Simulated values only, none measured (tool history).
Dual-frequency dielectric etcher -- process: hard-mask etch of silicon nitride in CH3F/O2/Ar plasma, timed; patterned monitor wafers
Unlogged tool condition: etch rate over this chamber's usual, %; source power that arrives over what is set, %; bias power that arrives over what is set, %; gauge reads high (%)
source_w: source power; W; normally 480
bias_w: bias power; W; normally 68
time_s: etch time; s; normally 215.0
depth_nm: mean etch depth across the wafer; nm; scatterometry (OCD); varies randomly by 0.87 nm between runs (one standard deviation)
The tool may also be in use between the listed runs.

| run | hour | source_w | bias_w | time_s | wafers since the last listed run | hours since the last wet clean | hours since the last source power generator calibration | hours since the last bias power generator calibration | hours since the last upper electrode change | hours since the gauge calibration | read-back reference wafer on the same gauge, depth_nm | depth_nm |
|---|---|---|---|---|---|---|---|---|---|---|---|---|
| 1 | 0.0 | 480 | 68 | 261.0 | 0 | 226.4 | 2877.8 | 2684.9 | 2897.7 | 109.1 | 152.2 | 198.7 |
| 2 | 7.5 | 480 | 68 | 261.0 | 63 | 233.9 | 2885.3 | 2692.4 | 2905.2 | 116.6 | 152.0 | 199.4 |
| 3 | 25.0 | 480 | 68 | 261.0 | 147 | 251.4 | 2902.8 | 2709.9 | 2922.7 | 134.1 | 151.8 | 199.5 |
| 4 | 39.2 | 480 | 68 | 215.0 | 119 | 265.6 | 2917.0 | 2724.1 | 2936.9 | 148.3 | 152.1 | 165.3 |
| 5 | 46.8 | 480 | 68 | 215.0 | 64 | 273.2 | 2924.6 | 2731.7 | 2944.5 | 155.9 | 152.0 | 165.6 |
| 6 | 57.9 | 480 | 68 | 215.0 | 93 | 284.3 | 2935.7 | 2742.8 | 2955.6 | 167.0 | 151.9 | 164.2 |
| 7 | 71.2 | 480 | 68 | 215.0 | 112 | 297.6 | 2949.0 | 2756.1 | 2968.9 | 180.3 | 152.1 | 166.4 |
| 8 | 116.6 | 480 | 68 | 215.0 | 382 | 343.0 | 2994.4 | 2801.5 | 3014.3 | 225.7 | 152.1 | 166.6 |
|  | 139.0 | gauge calibrated |
|  | 152.0 | source power generator calibrated |
|  | 163.7 | wet clean of the chamber |
|  | 175.9 | upper electrode replaced |
| 9 | 176.4 | 480 | 68 | 215.0 | 268 | 12.7 | 24.4 | 2861.3 | 0.5 | 37.4 | 151.8 | 159.4 |
| 10 | 176.8 | 480 | 68 | 215.0 | 3 | 13.1 | 24.8 | 2861.7 | 0.9 | 37.8 | 151.9 | 161.1 |
| 11 | 177.2 | 480 | 68 | 215.0 | 3 | 13.5 | 25.2 | 2862.1 | 1.3 | 38.2 | 151.9 | 159.6 |
| 12 | 189.9 | 480 | 68 | 215.0 | 107 | 26.2 | 37.9 | 2874.8 | 14.0 | 50.9 | 152.0 | 162.0 |
| 13 | 197.9 | 480 | 68 | 215.0 | 67 | 34.2 | 45.9 | 2882.8 | 22.0 | 58.9 | 151.8 | 160.6 |
| 14 | 210.3 | 590 | 59 | 215.0 | 104 | 46.6 | 58.3 | 2895.2 | 34.4 | 71.3 | 152.0 | 165.6 |
|  | 216.6 | bias power generator calibrated |
| 15 | 223.9 | 480 | 68 | 235.5 | 80 | 60.2 | 71.9 | 7.3 | 48.0 | 84.9 | 152.1 | 176.4 |
| 16 | 232.7 | 430 | 56 | 269.5 | 74 | 69.0 | 80.7 | 16.1 | 56.8 | 93.7 | 151.9 | 176.4 |
| 17 | 247.7 | 380 | 75 | 152.5 | 126 | 84.0 | 95.7 | 31.1 | 71.8 | 108.7 | 152.0 | 109.2 |
| 18 | 253.8 | 480 | 68 | 215.0 | 51 | 90.1 | 101.8 | 37.2 | 77.9 | 114.8 | 151.9 | 162.6 |
| 19 | 263.5 | 480 | 80 | 215.0 | 81 | 99.8 | 111.5 | 46.9 | 87.6 | 124.5 | 152.3 | 175.9 |
| 20 | 277.0 | 480 | 57 | 156.0 | 113 | 113.3 | 125.0 | 60.4 | 101.1 | 138.0 | 152.1 | 108.2 |
| 21 | 288.5 | 480 | 77 | 215.0 | 96 | 124.8 | 136.5 | 71.9 | 112.6 | 149.5 | 151.9 | 170.9 |
| 22 | 299.8 | 450 | 80 | 254.5 | 95 | 136.1 | 147.8 | 83.2 | 123.9 | 160.8 | 151.9 | 202.5 |

How would selected steps in depth_nm from run to run divide? Give the signed amount a tool lacking its hidden state would still show from settings, what came in and random variation, and the signed amount left for the hidden state, including any gauge scatter that is not in both of the compared results.
Run 8 -> 9: gauge calibrated, source power generator calibrated, wet clean of the chamber, upper electrode replaced. depth_nm -7.2 nm: hidden state -6.3, all else -0.9.
Run 16 -> 17: source_w 430 -> 380, bias_w 56 -> 75, time_s 269.5 -> 152.5. depth_nm -67.2 nm: hidden state -0.6, all else -66.6.
Run 19 -> 20: bias_w 80 -> 57, time_s 215.0 -> 156.0. depth_nm -67.7 nm: hidden state -0.9, all else -66.8.
Run 20 -> 21: bias_w 57 -> 77, time_s 156.0 -> 215.0. depth_nm +62.7 nm: hidden state +1.3, all else +61.4.
